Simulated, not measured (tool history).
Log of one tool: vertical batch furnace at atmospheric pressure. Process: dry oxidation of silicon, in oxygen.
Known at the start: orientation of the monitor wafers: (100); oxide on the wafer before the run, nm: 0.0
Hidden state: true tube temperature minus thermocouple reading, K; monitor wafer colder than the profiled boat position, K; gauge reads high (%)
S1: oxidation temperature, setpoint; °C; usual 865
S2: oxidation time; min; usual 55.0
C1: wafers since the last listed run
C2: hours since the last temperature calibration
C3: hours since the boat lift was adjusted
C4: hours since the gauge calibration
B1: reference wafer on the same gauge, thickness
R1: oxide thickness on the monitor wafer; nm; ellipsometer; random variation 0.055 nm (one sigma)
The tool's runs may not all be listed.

Run 1, hour 0.0: usual settings; C1 0; C2 2903.1; C3 5055.9; C4 205.8; B1 14.60. Result: R1 12.21 nm.
Run 2, hour 23.2: usual settings; C1 304; C2 2926.3; C3 5079.1; C4 229.0; B1 14.61. Result: R1 12.18 nm.
Run 3, hour 46.7: usual settings; C1 308; C2 2949.8; C3 5102.6; C4 252.5; B1 14.59. Result: R1 12.22 nm.
Run 4, hour 66.6: usual settings but S2 34.0 min; C1 260; C2 2969.7; C3 5122.5; C4 272.4; B1 14.60. Result: R1 8.64 nm.
Run 5, hour 99.9: usual settings but S2 34.0 min; C1 436; C2 3003.0; C3 5155.8; C4 305.7; B1 14.59. Result: R1 8.64 nm.
Run 6, hour 123.0: usual settings but S1 878 °C; C1 302; C2 3026.1; C3 5178.9; C4 328.8; B1 14.60. Result: R1 14.10 nm.
Run 7, hour 147.8: usual settings but S2 76.5 min; C1 325; C2 3050.9; C3 5203.7; C4 353.6; B1 14.60. Result: R1 15.33 nm.
Run 8, hour 162.1: usual settings but S2 76.5 min; C1 187; C2 3065.2; C3 5218.0; C4 367.9; B1 14.57. Result: R1 15.21 nm.
Run 9, hour 193.8: usual settings; C1 415; C2 3096.9; C3 5249.7; C4 399.6; B1 14.61. Result: R1 12.14 nm.
Run 10, hour 228.3: usual settings; C1 452; C2 3131.4; C3 5284.2; C4 434.1; B1 14.61. Result: R1 12.20 nm.
Run 11, hour 249.7: usual settings; C1 280; C2 3152.8; C3 5305.6; C4 455.5; B1 14.61. Result: R1 12.22 nm.
Run 12, hour 277.4: usual settings but S1 884 °C, S2 37.0 min; C1 363; C2 3180.5; C3 5333.3; C4 483.2; B1 14.60. Result: R1 11.47 nm.
Run 13, hour 346.6: usual settings but S1 884 °C, S2 37.0 min; C1 907; C2 3249.7; C3 5402.5; C4 552.4; B1 14.61. Result: R1 11.36 nm.
Run 14, hour 368.7: usual settings; C1 289; C2 3271.8; C3 5424.6; C4 574.5; B1 14.60. Result: R1 12.21 nm.
Run 15, hour 383.7: usual settings; C1 196; C2 3286.8; C3 5439.6; C4 589.5; B1 14.58. Result: R1 12.21 nm.
At hour 397.4: gauge calibrated.
Run 16, hour 414.0: usual settings; C1 397; C2 3317.1; C3 5469.9; C4 16.6; B1 14.59. Result: R1 12.17 nm.
Run 17, hour 446.2: usual settings; C1 422; C2 3349.3; C3 5502.1; C4 48.8; B1 14.62. Result: R1 12.21 nm.
At hour 491.1: boat lift adjusted.
Run 18, hour 491.6: usual settings; C1 280; C2 3394.7; C3 0.5; C4 94.2; B1 14.59. Result: R1 12.21 nm.
Run 19, hour 507.6: usual settings but S2 29.0 min; C1 209; C2 3410.7; C3 16.5; C4 110.2; B1 14.59. Result: R1 7.74 nm.
Run 20, hour 527.7: usual settings but S1 878 °C, S2 72.0 min; C1 263; C2 3430.8; C3 36.6; C4 130.3; B1 14.59. Result: R1 16.94 nm.
Run 21, hour 551.1: usual settings but S1 885 °C; C1 306; C2 3454.2; C3 60.0; C4 153.7; B1 14.60. Result: R1 15.26 nm.
Run 22, hour 579.5: usual settings but S1 842 °C, S2 41.0 min; C1 372; C2 3482.6; C3 88.4; C4 182.1; B1 14.61. Result: R1 7.47 nm.
Run 23, hour 603.8: usual settings but S1 846 °C, S2 65.5 min; C1 318; C2 3506.9; C3 112.7; C4 206.4; B1 14.60. Result: R1 10.96 nm.
Run 24, hour 618.5: usual settings but S2 63.0 min; C1 192; C2 3521.6; C3 127.4; C4 221.1; B1 14.61. Result: R1 13.43 nm.
At hour 649.1: thermocouples replaced and temperature profile calibrated.
Run 25, hour 649.6: usual settings; C1 93; C2 0.5; C3 158.5; C4 252.2; B1 14.60. Result: R1 12.21 nm.
Run 26, hour 654.7: usual settings but S1 858 °C, S2 78.0 min; C1 66; C2 5.6; C3 163.6; C4 257.3; B1 14.61. Result: R1 14.30 nm.
Run 27, hour 675.2: usual settings but S1 879 °C, S2 47.5 min; C1 268; C2 26.1; C3 184.1; C4 277.8; B1 14.61. Result: R1 12.83 nm.
Run 28, hour 706.3: usual settings; C1 407; C2 57.2; C3 215.2; C4 308.9; B1 14.60. Result: R1 12.28 nm.
Run 29, hour 739.2: usual settings but S1 842 °C, S2 41.0 min; C1 431; C2 90.1; C3 248.1; C4 341.8; B1 14.61. Result: R1 7.44 nm.
Run 30, hour 755.8: usual settings but S1 873 °C, S2 82.0 min; C1 217; C2 106.7; C3 264.7; C4 358.4; B1 14.61. Result: R1 17.36 nm.
Run 31, hour 779.0: usual settings but S1 845 °C, S2 73.5 min; C1 304; C2 129.9; C3 287.9; C4 381.6; B1 14.59. Result: R1 11.86 nm.
Run 32, hour 807.0: usual settings; C1 367; C2 157.9; C3 315.9; C4 409.6; B1 14.60. Result: R1 12.17 nm.
Run 33, hour 841.9: usual settings but S1 846 °C; C1 457; C2 192.8; C3 350.8; C4 444.5; B1 14.58. Result: R1 9.71 nm.
Run 34, hour 867.2: usual settings but S1 887 °C, S2 70.5 min; C1 331; C2 218.1; C3 376.1; C4 469.8; B1 14.60. Result: R1 18.54 nm.
Run 35, hour 881.7: usual settings; C1 190; C2 232.6; C3 390.6; C4 484.3; B1 14.62. Result: R1 12.19 nm.
Run 36, hour 913.8: usual settings but S1 852 °C, S2 46.0 min; C1 420; C2 264.7; C3 422.7; C4 516.4; B1 14.61. Result: R1 9.21 nm.

3 ways to go on from here, each from the tool as it stands after run 36. What would each give?
Run A, hour 918.9: usual settings but S1 844 °C; C1 66; C2 269.8; C3 427.8; C4 521.5; B1 ?. Result: R1 ?.
Run B, hour 918.9: usual settings but S2 33.0 min; C1 66; C2 269.8; C3 427.8; C4 521.5; B1 ?. Result: R1 ?.
Run C, hour 918.9: usual settings but S1 841 °C; C1 66; C2 269.8; C3 427.8; C4 521.5; B1 ?. Result: R1 ?.

run     B1    R1
  A  14.62  9.52
  B  14.62  8.53
  C  14.62  9.17
Without the tool's hidden state the same runs would have given:
run    R1
  A  9.52
  B  8.53
  C  9.17

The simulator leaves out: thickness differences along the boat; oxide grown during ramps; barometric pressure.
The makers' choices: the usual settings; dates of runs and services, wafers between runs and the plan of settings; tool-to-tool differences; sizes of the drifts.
